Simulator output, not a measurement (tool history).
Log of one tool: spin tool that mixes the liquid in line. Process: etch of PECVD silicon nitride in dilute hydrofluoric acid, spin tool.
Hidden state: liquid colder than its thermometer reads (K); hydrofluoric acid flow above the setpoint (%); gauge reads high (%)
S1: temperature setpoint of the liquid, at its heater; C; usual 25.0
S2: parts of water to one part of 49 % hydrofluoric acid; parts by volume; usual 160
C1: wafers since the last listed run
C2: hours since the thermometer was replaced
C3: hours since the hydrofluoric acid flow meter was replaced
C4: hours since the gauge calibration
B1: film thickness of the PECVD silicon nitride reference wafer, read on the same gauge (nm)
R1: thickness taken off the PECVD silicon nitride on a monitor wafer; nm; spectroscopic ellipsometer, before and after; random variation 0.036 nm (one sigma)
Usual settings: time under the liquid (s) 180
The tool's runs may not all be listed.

{"run": 1, "day": 0.0, "S1": 25.0, "S2": 160, "time under the liquid (s)": 180, "C1": 0, "C2": 1226.8, "C3": 551.9, "C4": 983.3, "B1": 130.002, "R1": 2.724}
{"run": 2, "day": 2.946, "S1": 25.0, "S2": 160, "time under the liquid (s)": 180, "C1": 459, "C2": 1297.5, "C3": 622.6, "C4": 1054.0, "B1": 129.975, "R1": 2.737}
{"run": 3, "day": 6.808, "S1": 25.0, "S2": 160, "time under the liquid (s)": 180, "C1": 602, "C2": 1390.2, "C3": 715.3, "C4": 1146.7, "B1": 129.958, "R1": 2.815}
{"run": 4, "day": 11.238, "S1": 25.0, "S2": 160, "time under the liquid (s)": 180, "C1": 691, "C2": 1496.5, "C3": 821.6, "C4": 1253.0, "B1": 130.032, "R1": 2.805}
{"day": 11.542, "done": "gauge calibrated"}
{"day": 21.721, "done": "hydrofluoric acid flow meter replaced"}
{"run": 5, "day": 22.542, "S1": 25.0, "S2": 160, "time under the liquid (s)": 180, "C1": 1757, "C2": 1767.8, "C3": 19.7, "C4": 264.0, "B1": 130.024, "R1": 2.568}
{"run": 6, "day": 32.075, "S1": 25.0, "S2": 160, "time under the liquid (s)": 180, "C1": 1487, "C2": 1996.6, "C3": 248.5, "C4": 492.8, "B1": 130.009, "R1": 2.655}
{"run": 7, "day": 34.804, "S1": 25.0, "S2": 160, "time under the liquid (s)": 180, "C1": 425, "C2": 2062.1, "C3": 314.0, "C4": 558.3, "B1": 129.988, "R1": 2.656}
{"run": 8, "day": 36.504, "S1": 27.5, "S2": 160, "time under the liquid (s)": 180, "C1": 265, "C2": 2102.9, "C3": 354.8, "C4": 599.1, "B1": 130.016, "R1": 3.169}
{"run": 9, "day": 39.725, "S1": 25.0, "S2": 160, "time under the liquid (s)": 245, "C1": 502, "C2": 2180.2, "C3": 432.1, "C4": 676.4, "B1": 129.995, "R1": 3.658}
{"run": 10, "day": 44.104, "S1": 25.0, "S2": 160, "time under the liquid (s)": 245, "C1": 683, "C2": 2285.3, "C3": 537.2, "C4": 781.5, "B1": 130.038, "R1": 3.741}
{"run": 11, "day": 46.496, "S1": 25.0, "S2": 160, "time under the liquid (s)": 245, "C1": 373, "C2": 2342.7, "C3": 594.6, "C4": 838.9, "B1": 130.014, "R1": 3.722}
{"run": 12, "day": 50.888, "S1": 25.0, "S2": 160, "time under the liquid (s)": 180, "C1": 685, "C2": 2448.1, "C3": 700.0, "C4": 944.3, "B1": 130.005, "R1": 2.827}
{"run": 13, "day": 53.804, "S1": 24.0, "S2": 160, "time under the liquid (s)": 180, "C1": 455, "C2": 2518.1, "C3": 770.0, "C4": 1014.3, "B1": 130.008, "R1": 2.629}
{"run": 14, "day": 55.504, "S1": 25.0, "S2": 160, "time under the liquid (s)": 180, "C1": 265, "C2": 2558.9, "C3": 810.8, "C4": 1055.1, "B1": 129.986, "R1": 2.825}
{"run": 15, "day": 57.838, "S1": 23.0, "S2": 230, "time under the liquid (s)": 75, "C1": 364, "C2": 2614.9, "C3": 866.8, "C4": 1111.1, "B1": 129.966, "R1": 0.714}
{"day": 61.5, "done": "thermometer replaced"}
{"run": 16, "day": 61.846, "S1": 27.0, "S2": 200, "time under the liquid (s)": 145, "C1": 619, "C2": 8.3, "C3": 963.0, "C4": 1207.3, "B1": 130.002, "R1": 2.064}
{"run": 17, "day": 63.662, "S1": 25.0, "S2": 160, "time under the liquid (s)": 180, "C1": 283, "C2": 51.9, "C3": 1006.6, "C4": 1250.9, "B1": 130.037, "R1": 2.871}
{"run": 18, "day": 67.2, "S1": 25.0, "S2": 160, "time under the liquid (s)": 180, "C1": 552, "C2": 136.8, "C3": 1091.5, "C4": 1335.8, "B1": 129.956, "R1": 2.895}
{"run": 19, "day": 70.3, "S1": 26.5, "S2": 160, "time under the liquid (s)": 180, "C1": 483, "C2": 211.2, "C3": 1165.9, "C4": 1410.2, "B1": 129.981, "R1": 3.206}
{"run": 20, "day": 74.088, "S1": 25.0, "S2": 160, "time under the liquid (s)": 180, "C1": 591, "C2": 302.1, "C3": 1256.8, "C4": 1501.1, "B1": 129.983, "R1": 2.948}
{"day": 75.812, "done": "gauge calibrated"}
{"run": 21, "day": 76.783, "S1": 22.0, "S2": 180, "time under the liquid (s)": 180, "C1": 420, "C2": 366.8, "C3": 1321.5, "C4": 23.3, "B1": 129.986, "R1": 2.158}
{"run": 22, "day": 79.246, "S1": 25.0, "S2": 160, "time under the liquid (s)": 180, "C1": 384, "C2": 425.9, "C3": 1380.6, "C4": 82.4, "B1": 130.002, "R1": 2.915}
{"day": 80.083, "done": "hydrofluoric acid flow meter replaced"}
{"run": 23, "day": 81.025, "S1": 25.0, "S2": 160, "time under the liquid (s)": 255, "C1": 271, "C2": 468.6, "C3": 22.6, "C4": 125.1, "B1": 130.006, "R1": 3.669}
{"run": 24, "day": 84.692, "S1": 23.0, "S2": 130, "time under the liquid (s)": 290, "C1": 572, "C2": 556.6, "C3": 110.6, "C4": 213.1, "B1": 129.999, "R1": 4.638}
{"run": 25, "day": 96.096, "S1": 25.0, "S2": 160, "time under the liquid (s)": 180, "C1": 1779, "C2": 830.3, "C3": 384.3, "C4": 486.8, "B1": 129.985, "R1": 2.727}
{"run": 26, "day": 100.054, "S1": 23.5, "S2": 220, "time under the liquid (s)": 180, "C1": 617, "C2": 925.3, "C3": 479.3, "C4": 581.8, "B1": 130.02, "R1": 1.767}
{"run": 27, "day": 103.604, "S1": 21.5, "S2": 190, "time under the liquid (s)": 130, "C1": 553, "C2": 1010.5, "C3": 564.5, "C4": 667.0, "B1": 130.007, "R1": 1.318}
{"run": 28, "day": 106.854, "S1": 25.0, "S2": 160, "time under the liquid (s)": 80, "C1": 507, "C2": 1088.5, "C3": 642.5, "C4": 745.0, "B1": 129.969, "R1": 1.236}
{"run": 29, "day": 110.121, "S1": 20.0, "S2": 190, "time under the liquid (s)": 125, "C1": 509, "C2": 1166.9, "C3": 720.9, "C4": 823.4, "B1": 130.002, "R1": 1.171}

Forecast each of these 5 alternatives for the next run:
{"run": "A", "day": 110.142, "S1": 25.0, "S2": 160, "time under the liquid (s)": 180, "C1": 3, "C2": 1167.4, "C3": 721.4, "C4": 823.9, "B1": "?", "R1": "?"}
{"run": "B", "day": 110.142, "S1": 25.0, "S2": 125, "time under the liquid (s)": 180, "C1": 3, "C2": 1167.4, "C3": 721.4, "C4": 823.9, "B1": "?", "R1": "?"}
{"run": "C", "day": 110.142, "S1": 22.5, "S2": 110, "time under the liquid (s)": 120, "C1": 3, "C2": 1167.4, "C3": 721.4, "C4": 823.9, "B1": "?", "R1": "?"}
{"run": "D", "day": 110.142, "S1": 27.5, "S2": 225, "time under the liquid (s)": 265, "C1": 3, "C2": 1167.4, "C3": 721.4, "C4": 823.9, "B1": "?", "R1": "?"}
{"run": "E", "day": 110.142, "S1": 27.5, "S2": 125, "time under the liquid (s)": 225, "C1": 3, "C2": 1167.4, "C3": 721.4, "C4": 823.9, "B1": "?", "R1": "?"}

run=A B1=129.989 R1=2.721
run=B B1=129.989 R1=3.477
run=C B1=129.989 R1=2.231
run=D B1=129.989 R1=3.331
run=E B1=129.989 R1=5.103
Without the tool's hidden state the same runs would have given:
run=A R1=2.520
run=B R1=3.220
run=C R1=2.067
run=D R1=3.081
run=E R1=4.723
